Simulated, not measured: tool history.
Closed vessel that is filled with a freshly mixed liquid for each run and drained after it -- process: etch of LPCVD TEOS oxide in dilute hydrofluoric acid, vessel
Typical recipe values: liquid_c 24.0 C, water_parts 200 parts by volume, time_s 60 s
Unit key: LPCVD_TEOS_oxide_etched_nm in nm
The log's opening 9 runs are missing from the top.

run	day	liquid_c	water_parts	time_s	wafers since the last listed run	hours since the thermometer was replaced	hours since the hydrofluoric acid flow meter was replaced	hours since the gauge calibration	read-back film thickness of the LPCVD TEOS oxide reference wafer, read on the same gauge (nm)	LPCVD_TEOS_oxide_etched_nm
10	29.050	24.0	200	50	15011	273.1	1035.0	238.5	119.96	8.10
11	31.404	24.0	155	40	7867	329.6	1091.5	295.0	119.96	8.69
12	35.621	24.0	200	90	14092	430.8	1192.7	396.2	120.01	14.83
13	37.571	24.0	145	60	6517	477.6	1239.5	443.0	120.01	14.22
14	41.654	21.0	110	60	13646	575.6	1337.5	541.0	120.00	17.68
15	43.454	22.0	110	35	6015	618.8	1380.7	584.2	120.00	10.77
16	45.367	24.0	200	60	6391	664.7	1426.6	630.1	120.01	9.91
17	48.683	24.0	200	80	11084	744.3	1506.2	709.7	120.00	13.31
# day 49.246: hydrofluoric acid flow meter replaced
18	51.242	24.0	200	75	8410	805.7	47.9	771.1	120.02	12.52
19	52.958	24.0	200	60	5737	846.9	89.1	812.3	119.99	9.98
20	56.075	19.5	135	50	10416	921.7	163.9	887.1	119.99	11.11
21	60.192	19.5	135	90	13758	1020.5	262.7	985.9	120.00	20.29
22	62.238	19.0	265	70	6837	1069.6	311.8	1035.0	120.01	7.02
23	66.396	19.0	240	90	13897	1169.4	411.6	1134.8	119.98	10.19
24	67.929	24.0	200	60	5124	1206.2	448.4	1171.6	119.99	10.31
# day 68.846: thermometer replaced
25	72.150	25.5	200	75	13967	79.3	549.7	1272.9	120.01	12.53
26	75.379	26.5	200	60	10792	156.8	627.2	1350.4	119.98	10.51
27	78.750	24.0	200	60	11265	237.7	708.1	1431.3	119.99	9.62
28	81.988	24.0	275	30	10819	315.4	785.8	1509.0	120.01	3.23
29	84.179	24.0	200	60	7324	368.0	838.4	1561.6	120.01	9.68
30	88.188	25.5	230	35	13396	464.2	934.6	1657.8	119.99	5.03
31	91.954	20.5	200	60	12588	554.6	1025.0	1748.2	119.99	8.59
32	94.817	28.0	295	90	9566	623.3	1093.7	1816.9	120.01	10.46
33	96.950	21.0	295	40	7129	674.5	1144.9	1868.1	120.01	3.58

Each row is a separate what-if for the run after 33, all from the same tool condition, not one after another. Results?
A	96.979	29.0	200	60	97	675.2	1145.6	1868.8	?	?
B	96.979	24.0	260	60	97	675.2	1145.6	1868.8	?	?
C	96.979	21.5	200	60	97	675.2	1145.6	1868.8	?	?
D	96.979	22.0	250	75	97	675.2	1145.6	1868.8	?	?

run	read-back film thickness of the LPCVD TEOS oxide reference wafer, read on the same gauge (nm)	LPCVD_TEOS_oxide_etched_nm
A	120.00	11.70
B	120.00	7.07
C	120.00	8.93
D	120.00	8.65
Had the tool no hidden state, the same runs would have come out as:
run	LPCVD_TEOS_oxide_etched_nm
A	11.22
B	6.77
C	8.53
D	8.27
